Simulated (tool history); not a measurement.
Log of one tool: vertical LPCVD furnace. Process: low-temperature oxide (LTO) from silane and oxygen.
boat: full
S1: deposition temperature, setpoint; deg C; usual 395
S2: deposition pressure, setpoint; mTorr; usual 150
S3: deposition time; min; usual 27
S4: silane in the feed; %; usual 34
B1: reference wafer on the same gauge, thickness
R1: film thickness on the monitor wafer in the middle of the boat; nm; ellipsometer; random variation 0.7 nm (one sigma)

run   hour   S1   S2    S3  S4      B1      R1
  1      0  395  150    27  30  122.05  114.36
  2   21.9  395  150    27  34  122.18  137.15
  3   36.5  395  150    27  34  122.06  136.85
  4   67.4  395  150    27  34  122.35  136.25
  5  101.1  395  180    27  34  122.04  163.47
  6  123.2  402  150    27  32  121.67  135.47
  7  136.7  395  150    27  34  122.14  136.35
  8  158.8  403  170    27  34  122.03  170.08
       204  -- silane flow controller replaced
     207.9  -- gauge calibrated
     210.4  -- pressure gauge zeroed
  9  210.9  395  150    27  34  122.25   136.4
 10  214.3  395  150    27  34  121.63  136.28
 11  228.1  390  150    27  40  122.15  159.51
 12  248.5  395  160  36.5  39  122.14  236.22
     289.3  -- thermocouples replaced and temperature profile calibrated
 13  289.8  405  150    34  34  121.95  195.27
 14  309.5  392  150    27  34  121.72  131.24

The next listed run, before its measurement:
 15  326.9  401  160  27  34   ?   ?

{"run 15": {"B1": 122.05, "R1": 156.43}}
Without the tool's hidden state the same run would have given R1 156.43 nm.
